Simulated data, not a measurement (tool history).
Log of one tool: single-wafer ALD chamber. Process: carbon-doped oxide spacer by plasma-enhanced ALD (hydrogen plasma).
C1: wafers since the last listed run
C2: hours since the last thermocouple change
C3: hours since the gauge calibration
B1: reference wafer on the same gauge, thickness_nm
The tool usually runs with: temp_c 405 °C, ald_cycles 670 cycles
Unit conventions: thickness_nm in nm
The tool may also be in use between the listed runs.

run 1 hour=0 | temp_c=415 ald_cycles=670 | C1=0 C2=2220.8 C3=221.1 | B1=27.898 | thickness_nm=29.119
run 2 hour=36.8 | temp_c=415 ald_cycles=670 | C1=26 C2=2257.6 C3=257.9 | B1=27.868 | thickness_nm=29.137
run 3 hour=86.5 | temp_c=415 ald_cycles=670 | C1=36 C2=2307.3 C3=307.6 | B1=27.799 | thickness_nm=29.128
run 4 hour=125.2 | temp_c=405 ald_cycles=670 | C1=28 C2=2346 C3=346.3 | B1=27.767 | thickness_nm=30.119
run 5 hour=149.8 | temp_c=412 ald_cycles=603 | C1=17 C2=2370.6 C3=370.9 | B1=27.711 | thickness_nm=26.508
-- hour=183 thermocouple changed; heater temperature recalibrated
run 6 hour=184.7 | temp_c=412 ald_cycles=603 | C1=19 C2=1.7 C3=405.8 | B1=27.685 | thickness_nm=26.482
run 7 hour=224.2 | temp_c=412 ald_cycles=603 | C1=28 C2=41.2 C3=445.3 | B1=27.556 | thickness_nm=26.347
run 8 hour=269.4 | temp_c=405 ald_cycles=670 | C1=32 C2=86.4 C3=490.5 | B1=27.488 | thickness_nm=29.886
-- hour=297.7 gauge calibrated
run 9 hour=341 | temp_c=405 ald_cycles=670 | C1=52 C2=158 C3=43.3 | B1=27.955 | thickness_nm=30.394
run 10 hour=397.8 | temp_c=419 ald_cycles=608 | C1=41 C2=214.8 C3=100.1 | B1=27.954 | thickness_nm=26.23
run 11 hour=459.5 | temp_c=417 ald_cycles=670 | C1=44 C2=276.5 C3=161.8 | B1=27.921 | thickness_nm=29.003
run 12 hour=497.4 | temp_c=396 ald_cycles=538 | C1=27 C2=314.4 C3=199.7 | B1=27.879 | thickness_nm=24.712

Expected results for the next run?
run 13 hour=544.4 | temp_c=405 ald_cycles=604 | C1=34 C2=361.4 C3=246.7 | B1=? | thickness_nm=?

B1: 27.836
thickness_nm: 27.198 nm
Were there no unlogged condition in the tool, this run, its random variation unchanged, would have produced thickness_nm 27.352 nm.

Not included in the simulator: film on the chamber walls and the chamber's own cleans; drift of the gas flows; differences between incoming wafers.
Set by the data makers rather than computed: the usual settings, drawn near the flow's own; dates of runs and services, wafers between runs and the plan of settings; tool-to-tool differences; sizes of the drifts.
